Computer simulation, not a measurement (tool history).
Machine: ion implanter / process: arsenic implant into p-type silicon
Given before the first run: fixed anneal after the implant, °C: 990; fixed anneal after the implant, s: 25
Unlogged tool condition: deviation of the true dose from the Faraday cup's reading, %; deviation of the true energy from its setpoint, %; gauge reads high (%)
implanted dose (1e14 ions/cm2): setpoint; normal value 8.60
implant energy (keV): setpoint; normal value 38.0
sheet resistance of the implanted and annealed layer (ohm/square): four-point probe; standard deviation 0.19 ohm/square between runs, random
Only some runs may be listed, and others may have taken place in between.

| run | hour | implanted dose (1e14 ions/cm2) | implant energy (keV) | wafers since the last listed run | hours since the last dose calibration | hours since the extraction supply was calibrated | hours since the gauge calibration | read-back reference wafer on the same gauge, sheet resistance | sheet resistance of the implanted and annealed layer (ohm/square) |
|---|---|---|---|---|---|---|---|---|---|
| 1 | 0.0 | 8.60 | 38.0 | 0 | 958.9 | 2762.7 | 1135.8 | 118.05 | 127.46 |
| 2 | 60.3 | 8.60 | 38.0 | 778 | 1019.2 | 2823.0 | 1196.1 | 118.02 | 127.05 |
| 3 | 86.3 | 8.60 | 42.5 | 335 | 1045.2 | 2849.0 | 1222.1 | 117.93 | 124.07 |
| 4 | 150.6 | 8.60 | 42.5 | 829 | 1109.5 | 2913.3 | 1286.4 | 117.99 | 124.24 |
| 5 | 201.5 | 8.60 | 38.0 | 656 | 1160.4 | 2964.2 | 1337.3 | 117.97 | 127.03 |
| 6 | 227.4 | 8.60 | 38.0 | 334 | 1186.3 | 2990.1 | 1363.2 | 118.05 | 126.91 |
| 7 | 283.6 | 8.60 | 44.5 | 725 | 1242.5 | 3046.3 | 1419.4 | 117.96 | 123.37 |
| 8 | 315.8 | 8.60 | 38.0 | 415 | 1274.7 | 3078.5 | 1451.6 | 118.03 | 126.77 |
| 9 | 347.7 | 8.60 | 38.0 | 411 | 1306.6 | 3110.4 | 1483.5 | 117.99 | 127.57 |
|  | 362.5 | gauge calibrated |
| 10 | 419.3 | 8.60 | 41.5 | 924 | 1378.2 | 3182.0 | 56.8 | 118.04 | 125.05 |
| 11 | 458.5 | 8.60 | 38.0 | 505 | 1417.4 | 3221.2 | 96.0 | 118.00 | 126.70 |
| 12 | 511.0 | 8.60 | 38.0 | 677 | 1469.9 | 3273.7 | 148.5 | 118.01 | 127.22 |
| 13 | 550.0 | 9.54 | 30.0 | 503 | 1508.9 | 3312.7 | 187.5 | 117.94 | 125.54 |
| 14 | 575.4 | 8.60 | 33.5 | 327 | 1534.3 | 3338.1 | 212.9 | 117.93 | 130.30 |
| 15 | 733.7 | 7.17 | 30.5 | 2043 | 1692.6 | 3496.4 | 371.2 | 117.94 | 151.37 |
| 16 | 796.3 | 10.90 | 38.0 | 807 | 1755.2 | 3559.0 | 433.8 | 117.96 | 109.11 |
|  | 818.4 | Faraday cup replaced and dose calibrated |
| 17 | 829.6 | 10.64 | 33.5 | 326 | 11.2 | 3592.3 | 467.1 | 117.94 | 116.35 |
|  | 896.2 | extraction supply calibrated |
| 18 | 896.7 | 6.35 | 38.0 | 762 | 78.3 | 0.5 | 534.2 | 117.94 | 162.46 |
| 19 | 922.4 | 6.31 | 27.5 | 331 | 104.0 | 26.2 | 559.9 | 118.02 | 172.57 |
| 20 | 957.4 | 7.72 | 28.5 | 451 | 139.0 | 61.2 | 594.9 | 117.99 | 148.42 |
| 21 | 994.9 | 9.84 | 42.5 | 484 | 176.5 | 98.7 | 632.4 | 118.01 | 114.90 |
| 22 | 1031.8 | 8.60 | 38.0 | 476 | 213.4 | 135.6 | 669.3 | 118.02 | 128.71 |
| 23 | 1056.3 | 8.60 | 38.0 | 316 | 237.9 | 160.1 | 693.8 | 118.00 | 129.10 |
| 24 | 1125.3 | 8.60 | 38.0 | 890 | 306.9 | 229.1 | 762.8 | 118.04 | 128.80 |

Here are 3 independent what-if runs from the current tool condition. What would each one return?
| A | 1125.7 | 8.60 | 38.0 | 5 | 307.3 | 229.5 | 763.2 | ? | ? |
| B | 1125.7 | 7.67 | 34.0 | 5 | 307.3 | 229.5 | 763.2 | ? | ? |
| C | 1125.7 | 10.44 | 30.5 | 5 | 307.3 | 229.5 | 763.2 | ? | ? |

| run | read-back reference wafer on the same gauge, sheet resistance | sheet resistance of the implanted and annealed layer (ohm/square) |
|---|---|---|
| A | 118.08 | 128.87 |
| B | 118.08 | 143.15 |
| C | 118.08 | 120.02 |
Take away the tool's hidden state, keep each run's random variation, and the runs would have read:
| run | sheet resistance of the implanted and annealed layer (ohm/square) |
|---|---|
| A | 129.63 |
| B | 144.01 |
| C | 120.59 |
